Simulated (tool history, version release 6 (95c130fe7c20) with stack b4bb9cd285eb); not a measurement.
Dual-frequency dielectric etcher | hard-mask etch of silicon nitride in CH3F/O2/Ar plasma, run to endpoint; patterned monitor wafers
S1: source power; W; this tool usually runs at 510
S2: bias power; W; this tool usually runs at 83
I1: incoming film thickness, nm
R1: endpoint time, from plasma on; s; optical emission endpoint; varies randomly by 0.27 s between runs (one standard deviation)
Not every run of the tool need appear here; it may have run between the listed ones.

{"run": 1, "hour": 0.0, "S1": 510, "S2": 83, "I1": 44.71, "R1": 63.3}
{"run": 2, "hour": 60.1, "S1": 510, "S2": 83, "I1": 45.07, "R1": 64.3}
{"hour": 92.2, "done": "wet clean of the chamber"}
{"run": 3, "hour": 114.4, "S1": 510, "S2": 83, "I1": 45.09, "R1": 61.9}
{"run": 4, "hour": 183.0, "S1": 510, "S2": 83, "I1": 44.87, "R1": 61.6}
{"run": 5, "hour": 263.8, "S1": 510, "S2": 83, "I1": 44.68, "R1": 61.7}
{"run": 6, "hour": 319.3, "S1": 600, "S2": 83, "I1": 45.17, "R1": 58.7}
{"hour": 371.8, "done": "bias power generator calibrated"}
{"run": 7, "hour": 425.4, "S1": 600, "S2": 83, "I1": 45.01, "R1": 58.9}
{"hour": 449.0, "done": "source power generator calibrated"}
{"run": 8, "hour": 467.9, "S1": 570, "S2": 92, "I1": 44.7, "R1": 57.6}
{"hour": 499.2, "done": "upper electrode replaced"}
{"run": 9, "hour": 572.4, "S1": 570, "S2": 92, "I1": 45.22, "R1": 58.8}
{"run": 10, "hour": 658.1, "S1": 570, "S2": 83, "I1": 44.67, "R1": 60.8}
{"hour": 781.5, "done": "wet clean of the chamber"}
{"run": 11, "hour": 782.0, "S1": 390, "S2": 97, "I1": 44.9, "R1": 64.8}
{"run": 12, "hour": 855.6, "S1": 400, "S2": 77, "I1": 45.25, "R1": 71.1}
{"run": 13, "hour": 932.6, "S1": 510, "S2": 68, "I1": 45.13, "R1": 67.5}

Run 14 comes next. What will it give?
{"run": 14, "hour": 993.9, "S1": 390, "S2": 74, "I1": 45.21, "R1": "?"}

R1: 73.9 s
On a tool with no hidden condition, and with the same random variation, this run would have come out at R1 73.4 s.
